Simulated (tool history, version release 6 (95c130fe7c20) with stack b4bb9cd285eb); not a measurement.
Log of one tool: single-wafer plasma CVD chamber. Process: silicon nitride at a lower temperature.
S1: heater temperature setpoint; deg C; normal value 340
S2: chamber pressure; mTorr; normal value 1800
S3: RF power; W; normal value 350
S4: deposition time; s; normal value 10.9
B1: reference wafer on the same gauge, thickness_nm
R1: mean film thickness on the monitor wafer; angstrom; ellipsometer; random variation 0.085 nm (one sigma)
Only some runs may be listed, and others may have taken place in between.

{"run": 1, "hour": 0.0, "S1": 340, "S2": 1800, "S3": 350, "S4": 10.9, "B1": 13.901, "R1": 142.73}
{"run": 2, "hour": 65.9, "S1": 340, "S2": 1800, "S3": 350, "S4": 10.9, "B1": 13.922, "R1": 144.31}
{"run": 3, "hour": 111.1, "S1": 340, "S2": 1800, "S3": 350, "S4": 10.9, "B1": 13.923, "R1": 144.46}
{"run": 4, "hour": 149.1, "S1": 340, "S2": 1800, "S3": 350, "S4": 10.9, "B1": 13.921, "R1": 144.0}
{"run": 5, "hour": 213.1, "S1": 340, "S2": 1800, "S3": 350, "S4": 10.9, "B1": 13.948, "R1": 142.81}
{"hour": 273.8, "done": "showerhead replaced"}
{"run": 6, "hour": 284.9, "S1": 340, "S2": 1800, "S3": 350, "S4": 10.9, "B1": 14.025, "R1": 145.23}
{"run": 7, "hour": 336.9, "S1": 340, "S2": 1800, "S3": 375, "S4": 9.7, "B1": 14.049, "R1": 138.5}
{"hour": 401.8, "done": "RF generator calibrated"}
{"run": 8, "hour": 403.8, "S1": 340, "S2": 1980, "S3": 350, "S4": 10.9, "B1": 14.162, "R1": 150.1}
{"run": 9, "hour": 440.9, "S1": 351, "S2": 1800, "S3": 350, "S4": 12.6, "B1": 14.209, "R1": 168.07}
{"run": 10, "hour": 467.0, "S1": 340, "S2": 1560, "S3": 395, "S4": 10.9, "B1": 14.181, "R1": 159.51}
{"hour": 477.7, "done": "thermocouple changed; heater temperature recalibrated"}
{"hour": 510.9, "done": "gauge calibrated"}
{"hour": 643.2, "done": "capacitance manometer re-zeroed and calibrated"}
{"run": 11, "hour": 652.2, "S1": 340, "S2": 1800, "S3": 415, "S4": 11.7, "B1": 13.917, "R1": 181.18}
{"run": 12, "hour": 707.7, "S1": 340, "S2": 1360, "S3": 405, "S4": 10.9, "B1": 13.988, "R1": 153.17}
{"run": 13, "hour": 761.2, "S1": 326, "S2": 1800, "S3": 380, "S4": 9.4, "B1": 13.956, "R1": 135.73}
{"run": 14, "hour": 825.7, "S1": 340, "S2": 1800, "S3": 350, "S4": 10.9, "B1": 14.037, "R1": 144.1}

4 options for the next run, each taken on its own from the tool as it stands now. Forecast them:
{"run": "A", "hour": 826.1, "S1": 340, "S2": 1800, "S3": 350, "S4": 10.9, "B1": "?", "R1": "?"}
{"run": "B", "hour": 826.1, "S1": 329, "S2": 1800, "S3": 350, "S4": 10.9, "B1": "?", "R1": "?"}
{"run": "C", "hour": 826.1, "S1": 328, "S2": 1590, "S3": 350, "S4": 10.9, "B1": "?", "R1": "?"}
{"run": "D", "hour": 826.1, "S1": 340, "S2": 1540, "S3": 350, "S4": 10.9, "B1": "?", "R1": "?"}

run=A B1=14.036 R1=143.60
run=B B1=14.036 R1=144.11
run=C B1=14.036 R1=140.06
run=D B1=14.036 R1=138.48
The same runs, with their run-to-run variation unchanged, on a tool lacking any hidden condition would have given:
run=A R1=142.35
run=B R1=142.86
run=C R1=138.84
run=D R1=137.27
